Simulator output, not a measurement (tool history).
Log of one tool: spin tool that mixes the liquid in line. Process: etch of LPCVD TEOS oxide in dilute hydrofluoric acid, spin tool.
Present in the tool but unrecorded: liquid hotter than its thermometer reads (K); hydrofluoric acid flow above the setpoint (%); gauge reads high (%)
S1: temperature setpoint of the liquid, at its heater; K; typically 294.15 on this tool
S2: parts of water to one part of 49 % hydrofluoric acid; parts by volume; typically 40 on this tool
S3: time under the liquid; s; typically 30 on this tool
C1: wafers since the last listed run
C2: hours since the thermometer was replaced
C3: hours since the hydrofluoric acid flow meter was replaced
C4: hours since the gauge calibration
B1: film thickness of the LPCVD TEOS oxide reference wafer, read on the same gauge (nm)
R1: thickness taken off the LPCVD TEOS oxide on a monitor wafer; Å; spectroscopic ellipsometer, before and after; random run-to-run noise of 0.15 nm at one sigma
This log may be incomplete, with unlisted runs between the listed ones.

run,day,S1,S2,S3,C1,C2,C3,C4,B1,R1
1,0.000,294.15,40,25,0,1066.8,850.3,1340.5,59.97,197.5
2,3.912,294.15,40,25,1327,1160.7,944.2,1434.4,59.98,199.1
3,7.858,294.15,40,25,1338,1255.4,1038.9,1529.1,59.99,200.3
4,11.204,295.65,40,35,1134,1335.7,1119.2,1609.4,60.01,297.7
5,15.312,295.65,40,35,1393,1434.3,1217.8,1708.0,59.97,299.2
6,16.967,295.65,40,35,561,1474.0,1257.5,1747.7,59.99,301.9
7,21.300,294.15,40,15,1469,1578.0,1361.5,1851.7,60.00,123.1
# day 23.462: hydrofluoric acid flow meter replaced
8,25.408,294.15,40,30,1379,1676.6,46.7,1950.3,60.01,227.7
# day 26.900: gauge calibrated
9,28.596,294.15,40,30,1081,1753.1,123.2,40.7,59.96,226.8
10,30.246,294.15,40,30,559,1792.7,162.8,80.3,60.01,228.4
11,32.212,294.15,40,30,667,1839.9,210.0,127.5,60.00,227.0
12,44.867,294.15,50,20,4292,2143.6,513.7,431.2,60.04,124.7
13,47.600,297.15,55,35,927,2209.2,579.3,496.8,60.01,220.5
# day 51.075: thermometer replaced
14,51.404,294.15,25,45,1276,7.9,670.6,588.1,60.03,559.0
15,53.117,294.15,40,30,580,49.0,711.7,629.2,60.02,229.3
16,55.671,294.15,40,20,866,110.3,773.0,690.5,59.98,156.1
17,59.229,291.65,35,25,1207,195.7,858.4,775.9,59.98,200.3
18,62.704,294.15,40,40,1178,279.1,941.8,859.3,59.99,308.7
19,64.217,292.65,40,30,513,315.4,978.1,895.6,59.99,219.9
20,73.321,294.15,40,50,3088,533.9,1196.6,1114.1,59.96,395.0
21,76.646,294.15,40,30,1127,613.7,1276.4,1193.9,60.01,239.3

Alternative continuations, all from the tool just after run 21; predict every row:
A,76.662,290.15,40,30,5,614.1,1276.8,1194.3,?,?
B,76.662,294.15,25,50,5,614.1,1276.8,1194.3,?,?
C,76.662,294.15,60,45,5,614.1,1276.8,1194.3,?,?
D,76.662,290.65,60,40,5,614.1,1276.8,1194.3,?,?
E,76.662,295.65,40,15,5,614.1,1276.8,1194.3,?,?

run,B1,R1
A,60.01,200.5
B,60.01,646.1
C,60.01,232.7
D,60.01,178.3
E,60.01,126.8
Had the tool no hidden state, the same runs would have come out as:
run,R1
A,182.2
B,588.1
C,211.2
D,161.8
E,115.3
